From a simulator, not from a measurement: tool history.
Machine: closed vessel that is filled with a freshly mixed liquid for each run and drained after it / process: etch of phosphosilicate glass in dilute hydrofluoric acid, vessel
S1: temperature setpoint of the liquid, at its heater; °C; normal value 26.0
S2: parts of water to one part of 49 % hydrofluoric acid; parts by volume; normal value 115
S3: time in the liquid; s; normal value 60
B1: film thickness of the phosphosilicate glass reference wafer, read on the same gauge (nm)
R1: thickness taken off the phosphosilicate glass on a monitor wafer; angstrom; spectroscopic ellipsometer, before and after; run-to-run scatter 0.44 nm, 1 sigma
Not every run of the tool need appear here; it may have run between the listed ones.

run 1 hour=0.0 | S1=26.0 S2=115 S3=35 | B1=41.43 | R1=354.7
run 2 hour=79.6 | S1=26.0 S2=115 S3=50 | B1=41.57 | R1=517.8
run 3 hour=119.8 | S1=26.0 S2=115 S3=50 | B1=41.65 | R1=513.0
run 4 hour=175.1 | S1=26.0 S2=115 S3=60 | B1=41.72 | R1=615.8
run 5 hour=276.8 | S1=26.0 S2=115 S3=45 | B1=41.87 | R1=467.8
-- hour=358.4 gauge calibrated
run 6 hour=374.0 | S1=26.0 S2=115 S3=45 | B1=39.58 | R1=438.0
run 7 hour=435.8 | S1=26.0 S2=115 S3=45 | B1=39.69 | R1=439.9
-- hour=451.2 thermometer replaced
run 8 hour=542.4 | S1=26.0 S2=115 S3=80 | B1=39.84 | R1=782.9
run 9 hour=616.7 | S1=26.0 S2=115 S3=80 | B1=39.96 | R1=792.0
run 10 hour=670.4 | S1=26.0 S2=115 S3=80 | B1=40.06 | R1=793.7
run 11 hour=761.2 | S1=26.0 S2=145 S3=60 | B1=40.21 | R1=453.5
run 12 hour=834.0 | S1=26.0 S2=145 S3=60 | B1=40.31 | R1=460.2
run 13 hour=933.2 | S1=26.0 S2=145 S3=60 | B1=40.46 | R1=455.7
run 14 hour=981.0 | S1=26.0 S2=115 S3=60 | B1=40.52 | R1=604.6
run 15 hour=1088.7 | S1=26.0 S2=155 S3=30 | B1=40.72 | R1=214.5
run 16 hour=1161.9 | S1=26.0 S2=115 S3=60 | B1=40.84 | R1=607.6
-- hour=1165.6 hydrofluoric acid flow meter replaced
run 17 hour=1223.9 | S1=28.5 S2=115 S3=60 | B1=40.97 | R1=661.2
run 18 hour=1269.7 | S1=29.5 S2=160 S3=90 | B1=41.03 | R1=699.7
run 19 hour=1354.5 | S1=21.5 S2=115 S3=40 | B1=41.13 | R1=340.2
run 20 hour=1450.2 | S1=28.5 S2=95 S3=80 | B1=41.31 | R1=1113.6
run 21 hour=1498.6 | S1=26.0 S2=135 S3=45 | B1=41.38 | R1=379.8
run 22 hour=1567.6 | S1=26.0 S2=115 S3=30 | B1=41.50 | R1=311.2
run 23 hour=1636.7 | S1=29.0 S2=115 S3=60 | B1=41.60 | R1=697.4
run 24 hour=1716.3 | S1=21.5 S2=115 S3=95 | B1=41.75 | R1=831.0
-- hour=1728.5 thermometer replaced
run 25 hour=1765.3 | S1=26.0 S2=115 S3=60 | B1=41.83 | R1=618.7
-- hour=1768.1 gauge calibrated
run 26 hour=1865.5 | S1=30.5 S2=170 S3=30 | B1=40.24 | R1=220.0
run 27 hour=1921.0 | S1=26.0 S2=115 S3=60 | B1=40.33 | R1=595.9
run 28 hour=2014.7 | S1=24.5 S2=115 S3=60 | B1=40.48 | R1=566.9
run 29 hour=2112.4 | S1=28.0 S2=135 S3=45 | B1=40.64 | R1=406.9
run 30 hour=2219.9 | S1=26.0 S2=115 S3=60 | B1=40.77 | R1=604.9
run 31 hour=2309.5 | S1=26.0 S2=175 S3=85 | B1=40.92 | R1=525.2
run 32 hour=2345.9 | S1=30.0 S2=150 S3=70 | B1=40.98 | R1=597.7

Below are 4 alternative next runs, each starting from the tool's condition after run 32. Predict each:
run A hour=2346.6 | S1=23.0 S2=115 S3=60 | B1=? | R1=?
run B hour=2346.6 | S1=30.5 S2=170 S3=85 | B1=? | R1=?
run C hour=2346.6 | S1=23.0 S2=85 S3=60 | B1=? | R1=?
run D hour=2346.6 | S1=26.0 S2=140 S3=60 | B1=? | R1=?

run=A B1=41.01 R1=542.5
run=B B1=41.01 R1=643.1
run=C B1=41.01 R1=760.9
run=D B1=41.01 R1=485.7
The same runs, with their run-to-run variation unchanged, on a tool lacking any hidden condition would have given:
run=A R1=529.3
run=B R1=627.5
run=C R1=742.4
run=D R1=473.9
